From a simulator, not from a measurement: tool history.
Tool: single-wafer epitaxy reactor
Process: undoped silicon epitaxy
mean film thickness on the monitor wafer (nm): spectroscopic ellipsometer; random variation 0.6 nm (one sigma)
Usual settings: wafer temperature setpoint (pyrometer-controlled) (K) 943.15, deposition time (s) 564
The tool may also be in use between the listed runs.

run	hour	wafer temperature setpoint (pyrometer-controlled) (K)	deposition time (s)	read-back reference wafer on the same gauge, thickness_nm	mean film thickness on the monitor wafer (nm)
1	0	938.15	564	157.211	118.339
2	52.5	938.15	564	157.11	118.855
3	156.3	933.15	564	157.126	107.318
4	229.3	933.15	564	156.845	106.081
5	323.8	933.15	564	157.078	105.901
6	399.3	938.15	487	157.045	102.614
7	464.1	938.15	487	157.048	102.595
8	544	938.15	487	157.001	101.892
9	641.4	932.15	482	156.882	89.194
10	719.9	932.15	482	157.123	88.74
11	806.1	943.15	564	156.982	132.263
12	850.2	943.15	564	156.724	131.471
13	908.2	943.15	564	156.893	132.095
14	944.4	943.15	564	156.737	132.332
15	991.7	943.15	469	157.043	109.987
16	1046.2	943.15	564	157.227	131.538
17	1117.5	947.15	656	157.119	167.517
18	1165.7	932.15	602	157.145	111.116
19	1207.6	949.15	465	157.12	123.826
20	1301.8	957.15	535	157.087	167.787
21	1353.9	943.15	597	156.984	139.149
22	1394.1	943.15	564	157.264	130.558
23	1491.3	943.15	479	157.008	111.787
24	1572.2	943.15	564	156.943	131.336
25	1674.7	943.15	564	156.907	131.109
26	1760.9	943.15	564	157.274	132.749
27	1806	957.15	512	156.799	160.981
28	1845.2	948.15	659	157.194	172.261
29	1922.5	929.15	655	157.448	112.946

Not shown: 2 entries that the log had between the listed runs. Between which runs, and how does the tool's hidden state differ before and after?
Between runs 17 and 18: pyrometer calibrated (hour 1165.2)
  no hidden state differs between the two runs
Between runs 19 and 20: gauge calibrated (hour 1268.6)
  no hidden state differs between the two runs

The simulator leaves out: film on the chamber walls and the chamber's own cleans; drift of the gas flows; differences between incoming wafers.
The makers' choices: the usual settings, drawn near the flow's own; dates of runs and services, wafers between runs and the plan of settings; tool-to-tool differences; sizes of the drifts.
